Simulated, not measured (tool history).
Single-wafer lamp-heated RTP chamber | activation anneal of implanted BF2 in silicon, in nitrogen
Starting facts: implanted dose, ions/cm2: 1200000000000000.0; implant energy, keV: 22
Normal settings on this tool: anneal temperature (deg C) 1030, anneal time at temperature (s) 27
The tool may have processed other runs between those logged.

run    hour  anneal temperature (deg C)  anneal time at temperature (s)  wafers since the last listed run  wafers since the last pyrometer calibration  wafers since the reflector plate was cleaned  hours since the gauge calibration  read-back reference wafer on the same gauge, sheet resistance  sheet resistance of the implanted and annealed layer (ohm/square)
  1     0.0                        1016                              27                                 0                                         3518                                          7054                              690.9                                                         112.04                                                             127.28
  2   105.5                        1016                              27                              1092                                         4611                                          8147                              796.4                                                         112.03                                                             127.57
      187.5  -- pyrometer window cleaned and pyrometer calibrated
  3   188.0                        1016                              27                               771                                            5                                          8918                              878.9                                                         111.94                                                             135.16
      199.8  -- reflector plate cleaned
  4   240.3                        1045                              18                               458                                          464                                           419                              931.2                                                         112.00                                                             120.40
  5   328.7                        1045                              18                               915                                         1379                                          1334                             1019.6                                                         111.91                                                             119.28
  6   420.6                        1045                              18                               951                                         2331                                          2286                             1111.5                                                         112.07                                                             117.99
  7   519.6                        1030                              27                              1025                                         3357                                          3312                             1210.5                                                         112.15                                                             119.21
  8   562.7                        1030                              18                               446                                         3803                                          3758                             1253.6                                                         112.01                                                             126.07
  9   602.4                        1030                              18                               411                                         4215                                          4169                             1293.3                                                         111.95                                                             126.38
 10   677.9                        1030                              27                               782                                         4997                                          4952                             1368.8                                                         111.86                                                             119.43
      714.5  -- pyrometer window cleaned and pyrometer calibrated
 11   772.6                        1030                              27                               898                                          602                                          5850                             1463.5                                                         111.82                                                             122.33
 12   867.4                        1030                              27                               982                                         1584                                          6832                             1558.3                                                         112.04                                                             121.39
 13   972.7                        1030                              27                              1090                                         2675                                          7922                             1663.6                                                         111.96                                                             120.08
 14  1024.7                        1007                              27                               538                                         3213                                          8461                             1715.6                                                         112.03                                                             135.08
 15  1114.5                        1007                              27                               930                                         4143                                          9391                             1805.4                                                         111.97                                                             134.86
 16  1219.3                        1015                              34                              1085                                         5229                                         10477                             1910.2                                                         111.74                                                             124.64

Estimate the outcome of run 17 from the log above:
     1230.6  -- reflector plate cleaned
     1254.3  -- pyrometer window cleaned and pyrometer calibrated
 17  1325.0                        1053                              27                               929                                          732                                           895                             2015.9                                                              ?                                                                  ?

For run 17 the tool returned read-back reference wafer on the same gauge, sheet resistance 112.12, sheet resistance of the implanted and annealed layer (ohm/square) 109.18.
Were there no unlogged condition in the tool, this run, its random variation unchanged, would have produced sheet resistance of the implanted and annealed layer (ohm/square) 111.90.

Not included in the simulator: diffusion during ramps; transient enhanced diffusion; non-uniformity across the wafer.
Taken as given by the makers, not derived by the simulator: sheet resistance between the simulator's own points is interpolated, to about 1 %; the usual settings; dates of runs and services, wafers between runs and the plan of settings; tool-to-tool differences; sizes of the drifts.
